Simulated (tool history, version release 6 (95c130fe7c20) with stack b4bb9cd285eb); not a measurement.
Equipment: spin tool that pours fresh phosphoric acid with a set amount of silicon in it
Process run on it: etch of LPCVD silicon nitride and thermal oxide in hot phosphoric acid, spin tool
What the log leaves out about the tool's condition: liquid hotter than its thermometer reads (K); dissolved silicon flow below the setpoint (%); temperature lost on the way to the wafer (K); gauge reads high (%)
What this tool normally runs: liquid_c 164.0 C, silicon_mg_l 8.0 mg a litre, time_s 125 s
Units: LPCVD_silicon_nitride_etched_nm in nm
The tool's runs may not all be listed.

run	hour	liquid_c	silicon_mg_l	time_s	wafers since the last listed run	hours since the thermometer was replaced	hours since the dissolved silicon flow meter was replaced	hours since the heated supply line was repaired	hours since the gauge calibration	read-back film thickness of the LPCVD silicon nitride reference wafer, read on the same gauge (nm)	LPCVD_silicon_nitride_etched_nm
1	0.0	164.0	12.0	125	0	2303.3	2071.4	2156.7	16.5	40.00	11.38
2	15.1	164.0	8.0	125	112	2318.4	2086.5	2171.8	31.6	40.02	11.49
3	29.1	164.0	8.0	125	104	2332.4	2100.5	2185.8	45.6	40.02	11.47
4	41.9	164.0	8.0	125	95	2345.2	2113.3	2198.6	58.4	40.01	11.41
5	50.1	164.0	8.0	125	61	2353.4	2121.5	2206.8	66.6	39.98	11.38
6	57.5	164.0	8.0	125	55	2360.8	2128.9	2214.2	74.0	40.00	11.42
7	73.1	165.0	8.0	125	116	2376.4	2144.5	2229.8	89.6	40.00	11.79
# hour 78.4: heated supply line repaired
8	84.1	165.0	8.0	125	74	2387.4	2155.5	5.7	100.6	39.98	11.83
9	93.1	164.0	4.5	125	67	2396.4	2164.5	14.7	109.6	40.00	11.44
10	105.6	166.5	3.5	95	93	2408.9	2177.0	27.2	122.1	39.99	9.38
# hour 111.3: dissolved silicon flow meter replaced
# hour 111.9: gauge calibrated
11	121.1	164.0	8.0	155	108	2424.4	9.8	42.7	9.2	40.00	14.18
12	134.5	166.0	8.0	150	99	2437.8	23.2	56.1	22.6	40.00	14.62
13	145.8	165.5	2.5	65	84	2449.1	34.5	67.4	33.9	39.99	6.20
# hour 156.6: thermometer replaced
14	157.5	164.0	8.0	125	79	0.9	46.2	79.1	45.6	39.99	11.42
15	171.4	164.0	1.5	165	103	14.8	60.1	93.0	59.5	40.01	15.08
16	178.8	167.0	11.0	125	55	22.2	67.5	100.4	66.9	40.00	12.70
17	191.4	164.0	4.5	125	93	34.8	80.1	113.0	79.5	39.99	11.36
18	201.0	165.5	13.5	180	71	44.4	89.7	122.6	89.1	40.01	17.22

Alternative continuations, all from the tool just after run 18; predict every row:
A	201.5	164.0	8.0	145	3	44.9	90.2	123.1	89.6	?	?
B	201.5	166.5	13.0	125	3	44.9	90.2	123.1	89.6	?	?
C	201.5	165.5	8.0	125	3	44.9	90.2	123.1	89.6	?	?

run	read-back film thickness of the LPCVD silicon nitride reference wafer, read on the same gauge (nm)	LPCVD_silicon_nitride_etched_nm
A	40.02	13.30
B	40.02	12.45
C	40.02	12.05
The same runs, with their run-to-run variation unchanged, on a tool lacking any hidden condition would have given:
run	LPCVD_silicon_nitride_etched_nm
A	13.30
B	12.45
C	12.05

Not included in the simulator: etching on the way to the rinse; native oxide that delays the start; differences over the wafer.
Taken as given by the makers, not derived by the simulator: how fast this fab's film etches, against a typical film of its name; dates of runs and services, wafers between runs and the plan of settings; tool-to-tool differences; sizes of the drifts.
